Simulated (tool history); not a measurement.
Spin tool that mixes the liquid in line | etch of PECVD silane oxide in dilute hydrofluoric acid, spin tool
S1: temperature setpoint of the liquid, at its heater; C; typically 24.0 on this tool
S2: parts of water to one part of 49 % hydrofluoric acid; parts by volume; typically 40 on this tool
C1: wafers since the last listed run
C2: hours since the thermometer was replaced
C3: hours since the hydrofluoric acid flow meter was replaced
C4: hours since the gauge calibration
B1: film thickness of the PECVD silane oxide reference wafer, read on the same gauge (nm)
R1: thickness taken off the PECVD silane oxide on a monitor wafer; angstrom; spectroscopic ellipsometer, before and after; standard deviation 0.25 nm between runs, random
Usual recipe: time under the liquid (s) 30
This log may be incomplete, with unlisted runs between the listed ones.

{"run": 1, "hour": 0.0, "S1": 24.0, "S2": 50, "time under the liquid (s)": 30, "C1": 0, "C2": 1105.5, "C3": 682.7, "C4": 1523.2, "B1": 50.0, "R1": 263.6}
{"hour": 95.2, "done": "thermometer replaced"}
{"run": 2, "hour": 102.5, "S1": 25.5, "S2": 40, "time under the liquid (s)": 30, "C1": 2228, "C2": 7.3, "C3": 785.2, "C4": 1625.7, "B1": 50.0, "R1": 323.8}
{"run": 3, "hour": 178.3, "S1": 24.0, "S2": 40, "time under the liquid (s)": 30, "C1": 1663, "C2": 83.1, "C3": 861.0, "C4": 1701.5, "B1": 50.0, "R1": 303.3}
{"run": 4, "hour": 245.0, "S1": 24.0, "S2": 25, "time under the liquid (s)": 30, "C1": 1464, "C2": 149.8, "C3": 927.7, "C4": 1768.2, "B1": 50.01, "R1": 497.1}
{"run": 5, "hour": 292.4, "S1": 24.0, "S2": 25, "time under the liquid (s)": 30, "C1": 1040, "C2": 197.2, "C3": 975.1, "C4": 1815.6, "B1": 49.98, "R1": 499.8}
{"run": 6, "hour": 338.0, "S1": 24.0, "S2": 25, "time under the liquid (s)": 30, "C1": 1000, "C2": 242.8, "C3": 1020.7, "C4": 1861.2, "B1": 49.98, "R1": 506.0}
{"run": 7, "hour": 394.5, "S1": 25.0, "S2": 40, "time under the liquid (s)": 30, "C1": 1240, "C2": 299.3, "C3": 1077.2, "C4": 1917.7, "B1": 50.03, "R1": 322.9}
{"run": 8, "hour": 626.1, "S1": 25.0, "S2": 40, "time under the liquid (s)": 30, "C1": 5083, "C2": 530.9, "C3": 1308.8, "C4": 2149.3, "B1": 49.99, "R1": 327.7}
{"hour": 634.2, "done": "hydrofluoric acid flow meter replaced"}
{"run": 9, "hour": 669.3, "S1": 24.0, "S2": 40, "time under the liquid (s)": 30, "C1": 926, "C2": 574.1, "C3": 35.1, "C4": 2192.5, "B1": 49.99, "R1": 316.9}
{"run": 10, "hour": 926.0, "S1": 24.0, "S2": 40, "time under the liquid (s)": 30, "C1": 5634, "C2": 830.8, "C3": 291.8, "C4": 2449.2, "B1": 49.99, "R1": 323.2}
{"run": 11, "hour": 1024.2, "S1": 24.0, "S2": 40, "time under the liquid (s)": 30, "C1": 2155, "C2": 929.0, "C3": 390.0, "C4": 2547.4, "B1": 50.02, "R1": 323.1}
{"run": 12, "hour": 1076.5, "S1": 24.0, "S2": 40, "time under the liquid (s)": 15, "C1": 1148, "C2": 981.3, "C3": 442.3, "C4": 2599.7, "B1": 49.98, "R1": 163.6}
{"run": 13, "hour": 1125.1, "S1": 24.0, "S2": 40, "time under the liquid (s)": 30, "C1": 1066, "C2": 1029.9, "C3": 490.9, "C4": 2648.3, "B1": 49.97, "R1": 327.5}
{"run": 14, "hour": 1216.6, "S1": 24.0, "S2": 40, "time under the liquid (s)": 30, "C1": 2008, "C2": 1121.4, "C3": 582.4, "C4": 2739.8, "B1": 49.99, "R1": 332.3}
{"run": 15, "hour": 1268.1, "S1": 27.5, "S2": 40, "time under the liquid (s)": 30, "C1": 1130, "C2": 1172.9, "C3": 633.9, "C4": 2791.3, "B1": 50.01, "R1": 384.8}
{"run": 16, "hour": 1365.3, "S1": 22.0, "S2": 25, "time under the liquid (s)": 30, "C1": 2133, "C2": 1270.1, "C3": 731.1, "C4": 2888.5, "B1": 50.01, "R1": 508.5}
{"hour": 1500.0, "done": "thermometer replaced"}
{"run": 17, "hour": 1623.3, "S1": 27.5, "S2": 50, "time under the liquid (s)": 35, "C1": 5641, "C2": 123.3, "C3": 989.1, "C4": 3146.5, "B1": 49.98, "R1": 323.6}

Estimate the outcome of run 18 from the log above:
{"hour": 1636.7, "done": "gauge calibrated"}
{"run": 18, "hour": 1717.1, "S1": 22.5, "S2": 50, "time under the liquid (s)": 20, "C1": 2059, "C2": 217.1, "C3": 1082.9, "C4": 80.4, "B1": "?", "R1": "?"}

B1: 50.01
R1: 150.6 angstrom
On a tool with no hidden condition, and with the same random variation, this run would have come out at R1 147.2 angstrom.
